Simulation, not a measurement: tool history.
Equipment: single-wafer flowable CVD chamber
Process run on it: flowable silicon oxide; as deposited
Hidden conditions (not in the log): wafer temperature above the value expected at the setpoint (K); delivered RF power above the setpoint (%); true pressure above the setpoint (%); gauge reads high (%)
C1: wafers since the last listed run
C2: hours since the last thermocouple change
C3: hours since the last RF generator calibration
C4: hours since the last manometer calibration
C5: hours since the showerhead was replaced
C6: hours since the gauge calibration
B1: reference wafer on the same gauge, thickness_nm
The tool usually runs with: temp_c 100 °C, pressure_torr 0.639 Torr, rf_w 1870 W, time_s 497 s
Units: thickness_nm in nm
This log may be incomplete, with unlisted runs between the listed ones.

run 1 hour=0.0 | temp_c=100 pressure_torr=0.749 rf_w=1870 time_s=497 | C1=0 C2=295.2 C3=413.4 C4=1005.8 C5=5325.0 C6=457.3 | B1=235.078 | thickness_nm=284.737
run 2 hour=104.3 | temp_c=100 pressure_torr=0.749 rf_w=1870 time_s=497 | C1=541 C2=399.5 C3=517.7 C4=1110.1 C5=5429.3 C6=561.6 | B1=235.299 | thickness_nm=283.772
run 3 hour=196.8 | temp_c=100 pressure_torr=0.639 rf_w=1870 time_s=497 | C1=480 C2=492.0 C3=610.2 C4=1202.6 C5=5521.8 C6=654.1 | B1=234.626 | thickness_nm=240.548
run 4 hour=260.2 | temp_c=100 pressure_torr=0.639 rf_w=1870 time_s=497 | C1=329 C2=555.4 C3=673.6 C4=1266.0 C5=5585.2 C6=717.5 | B1=235.019 | thickness_nm=242.648
run 5 hour=327.7 | temp_c=100 pressure_torr=0.639 rf_w=2125 time_s=497 | C1=350 C2=622.9 C3=741.1 C4=1333.5 C5=5652.7 C6=785.0 | B1=234.760 | thickness_nm=249.258
run 6 hour=377.9 | temp_c=111 pressure_torr=0.639 rf_w=1870 time_s=497 | C1=260 C2=673.1 C3=791.3 C4=1383.7 C5=5702.9 C6=835.2 | B1=235.474 | thickness_nm=176.383
run 7 hour=420.3 | temp_c=111 pressure_torr=0.639 rf_w=1870 time_s=497 | C1=220 C2=715.5 C3=833.7 C4=1426.1 C5=5745.3 C6=877.6 | B1=235.251 | thickness_nm=178.197
-- hour=472.4 gauge calibrated
run 8 hour=473.5 | temp_c=100 pressure_torr=0.639 rf_w=1870 time_s=458 | C1=276 C2=768.7 C3=886.9 C4=1479.3 C5=5798.5 C6=1.1 | B1=234.317 | thickness_nm=224.747
run 9 hour=512.0 | temp_c=100 pressure_torr=0.639 rf_w=1870 time_s=458 | C1=199 C2=807.2 C3=925.4 C4=1517.8 C5=5837.0 C6=39.6 | B1=235.394 | thickness_nm=224.300
run 10 hour=603.3 | temp_c=94 pressure_torr=0.639 rf_w=1870 time_s=497 | C1=473 C2=898.5 C3=1016.7 C4=1609.1 C5=5928.3 C6=130.9 | B1=234.468 | thickness_nm=290.259
run 11 hour=640.6 | temp_c=94 pressure_torr=0.639 rf_w=1870 time_s=497 | C1=193 C2=935.8 C3=1054.0 C4=1646.4 C5=5965.6 C6=168.2 | B1=235.161 | thickness_nm=289.074
run 12 hour=730.7 | temp_c=100 pressure_torr=0.639 rf_w=1870 time_s=497 | C1=467 C2=1025.9 C3=1144.1 C4=1736.5 C5=6055.7 C6=258.3 | B1=234.869 | thickness_nm=241.958
run 13 hour=795.9 | temp_c=100 pressure_torr=0.567 rf_w=1870 time_s=497 | C1=338 C2=1091.1 C3=1209.3 C4=1801.7 C5=6120.9 C6=323.5 | B1=235.173 | thickness_nm=216.435
run 14 hour=834.1 | temp_c=100 pressure_torr=0.797 rf_w=1870 time_s=497 | C1=198 C2=1129.3 C3=1247.5 C4=1839.9 C5=6159.1 C6=361.7 | B1=234.876 | thickness_nm=307.934
-- hour=955.8 RF generator calibrated
run 15 hour=972.3 | temp_c=100 pressure_torr=0.639 rf_w=1870 time_s=497 | C1=675 C2=1267.5 C3=16.5 C4=1978.1 C5=6297.3 C6=499.9 | B1=235.024 | thickness_nm=243.952
run 16 hour=1078.2 | temp_c=100 pressure_torr=0.639 rf_w=2175 time_s=469 | C1=549 C2=1373.4 C3=122.4 C4=2084.0 C5=6403.2 C6=605.8 | B1=234.898 | thickness_nm=236.186
run 17 hour=1144.2 | temp_c=100 pressure_torr=0.639 rf_w=2180 time_s=497 | C1=342 C2=1439.4 C3=188.4 C4=2150.0 C5=6469.2 C6=671.8 | B1=234.842 | thickness_nm=253.626
run 18 hour=1184.4 | temp_c=100 pressure_torr=0.749 rf_w=1870 time_s=497 | C1=208 C2=1479.6 C3=228.6 C4=2190.2 C5=6509.4 C6=712.0 | B1=235.089 | thickness_nm=287.366
-- hour=1208.1 showerhead replaced
run 19 hour=1226.6 | temp_c=100 pressure_torr=0.639 rf_w=1870 time_s=458 | C1=177 C2=1521.8 C3=270.8 C4=2232.4 C5=18.5 C6=754.2 | B1=234.223 | thickness_nm=224.612
run 20 hour=1287.2 | temp_c=100 pressure_torr=0.639 rf_w=1870 time_s=497 | C1=314 C2=1582.4 C3=331.4 C4=2293.0 C5=79.1 C6=814.8 | B1=234.997 | thickness_nm=246.221
-- hour=1348.8 capacitance manometer re-zeroed and calibrated
run 21 hour=1368.1 | temp_c=112 pressure_torr=0.639 rf_w=1560 time_s=497 | C1=378 C2=1663.3 C3=412.3 C4=19.3 C5=160.0 C6=895.7 | B1=234.893 | thickness_nm=158.766
-- hour=1415.1 thermocouple changed; heater temperature recalibrated
-- hour=1423.2 gauge calibrated
run 22 hour=1447.0 | temp_c=100 pressure_torr=0.639 rf_w=1870 time_s=497 | C1=367 C2=31.9 C3=491.2 C4=98.2 C5=238.9 C6=23.8 | B1=235.021 | thickness_nm=235.918
run 23 hour=1514.1 | temp_c=100 pressure_torr=0.639 rf_w=1870 time_s=497 | C1=348 C2=99.0 C3=558.3 C4=165.3 C5=306.0 C6=90.9 | B1=234.986 | thickness_nm=238.523
run 24 hour=1590.9 | temp_c=112 pressure_torr=0.540 rf_w=1510 time_s=530 | C1=398 C2=175.8 C3=635.1 C4=242.1 C5=382.8 C6=167.7 | B1=235.007 | thickness_nm=143.047
run 25 hour=1693.3 | temp_c=100 pressure_torr=0.639 rf_w=1870 time_s=409 | C1=531 C2=278.2 C3=737.5 C4=344.5 C5=485.2 C6=270.1 | B1=235.313 | thickness_nm=196.215
run 26 hour=1742.2 | temp_c=100 pressure_torr=0.639 rf_w=1870 time_s=497 | C1=253 C2=327.1 C3=786.4 C4=393.4 C5=534.1 C6=319.0 | B1=235.123 | thickness_nm=239.262
run 27 hour=1814.6 | temp_c=92 pressure_torr=0.729 rf_w=1980 time_s=497 | C1=375 C2=399.5 C3=858.8 C4=465.8 C5=606.5 C6=391.4 | B1=234.875 | thickness_nm=351.564
run 28 hour=1886.9 | temp_c=88 pressure_torr=0.639 rf_w=1635 time_s=435 | C1=375 C2=471.8 C3=931.1 C4=538.1 C5=678.8 C6=463.7 | B1=234.523 | thickness_nm=289.830

Run by run, hidden condition taken away, random variation retained:
run=1 thickness_nm=274.234
run=2 thickness_nm=272.788
run=3 thickness_nm=230.688
run=4 thickness_nm=232.484
run=5 thickness_nm=238.599
run=6 thickness_nm=168.734
run=7 thickness_nm=170.384
run=8 thickness_nm=214.767
run=9 thickness_nm=214.254
run=10 thickness_nm=277.018
run=11 thickness_nm=275.797
run=12 thickness_nm=230.678
run=13 thickness_nm=205.871
run=14 thickness_nm=293.837
run=15 thickness_nm=232.216
run=16 thickness_nm=224.702
run=17 thickness_nm=241.222
run=18 thickness_nm=273.590
run=19 thickness_nm=213.554
run=20 thickness_nm=234.046
run=21 thickness_nm=157.644
run=22 thickness_nm=232.920
run=23 thickness_nm=234.462
run=24 thickness_nm=139.859
run=25 thickness_nm=190.973
run=26 thickness_nm=232.333
run=27 thickness_nm=340.310
run=28 thickness_nm=279.755

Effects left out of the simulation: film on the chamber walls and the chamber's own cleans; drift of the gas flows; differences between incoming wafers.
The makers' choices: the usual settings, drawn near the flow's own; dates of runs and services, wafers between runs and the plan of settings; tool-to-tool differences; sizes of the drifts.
